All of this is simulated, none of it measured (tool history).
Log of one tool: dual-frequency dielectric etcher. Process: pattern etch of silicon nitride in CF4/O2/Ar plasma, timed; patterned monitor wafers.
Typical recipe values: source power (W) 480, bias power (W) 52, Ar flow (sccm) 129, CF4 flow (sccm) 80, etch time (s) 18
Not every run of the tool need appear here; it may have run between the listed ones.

run,day,source power (W),bias power (W),Ar flow (sccm),CF4 flow (sccm),etch time (s),"read-back reference wafer on the same gauge, depth_nm",mean etch depth across the wafer (angstrom)
1,0,540,52,129,80,18,32.81,328.8
2,2.629,540,52,129,80,18,32.83,334.9
3,3.867,480,47,129,80,18,32.8,273.6
4,5.988,480,47,129,80,18,32.85,275.4
5,8.842,480,47,129,80,18,32.82,270.2
6,11.379,480,52,129,80,18,32.66,283.8
7,12.454,480,55,101,98,18,32.76,316.9
8,13.642,480,42,98,90,13.5,32.79,207.5
9,15.954,480,52,129,73,18,32.77,294.7
10,18.104,380,52,129,67,18,32.76,226.1
11,20.671,480,63,129,100,18,32.77,343.5
12,23.258,480,52,129,80,16.5,32.88,272.3
13,25.9,560,52,129,87,18,32.77,347
14,28.721,480,52,151,80,15,32.79,235.9
15,31.533,480,52,129,80,18,32.8,286.2
16,34.508,480,52,112,80,18,32.77,306.2
17,37.254,480,52,129,92,18,32.86,307.8
18,39.592,480,52,108,80,18,32.84,306.2
19,42.154,480,48,129,80,18,32.67,284.5
20,44.621,480,52,151,80,15,32.75,239.2
21,47.179,580,58,140,80,15,32.83,312.1
22,50.083,480,45,160,97,18,32.79,263.3

Put back what was entered between runs (8 entries, withheld): which listed runs does each sit between, and how does the hidden state differ from the listed run before to the listed run after?
After run 2, before run 3: Ar flow controller replaced (day 2.967)
  etch rate over this chamber's usual, %: -2.05 -> -2.29
  measured value less the no-hidden-state value, mean etch depth across the wafer (angstrom): -7 -> -6.4
After run 3, before run 4: gauge calibrated (day 5.167); upper electrode replaced (day 5.617)
  etch rate over this chamber's usual, %: -2.29 -> -2.71
  measured value less the no-hidden-state value, mean etch depth across the wafer (angstrom): -6.4 -> -7.6
After run 7, before run 8: wet clean of the chamber (day 13.621)
  etch rate over this chamber's usual, %: -3.96 -> 0.271
  measured value less the no-hidden-state value, mean etch depth across the wafer (angstrom): -13.1 -> +0.6
After run 9, before run 10: CF4 flow controller replaced (day 17.625)
  etch rate over this chamber's usual, %: -0.178 -> -0.595
  measured value less the no-hidden-state value, mean etch depth across the wafer (angstrom): -0.5 -> -1.3
After run 13, before run 14: bias power generator calibrated (day 26.433)
  etch rate over this chamber's usual, %: -2.11 -> -2.65
  measured value less the no-hidden-state value, mean etch depth across the wafer (angstrom): -7.5 -> -6.4
After run 15, before run 16: source power generator calibrated (day 33.042); wet clean of the chamber (day 33.683)
  etch rate over this chamber's usual, %: -3.2 -> 0.39
  measured value less the no-hidden-state value, mean etch depth across the wafer (angstrom): -9.4 -> +1.1
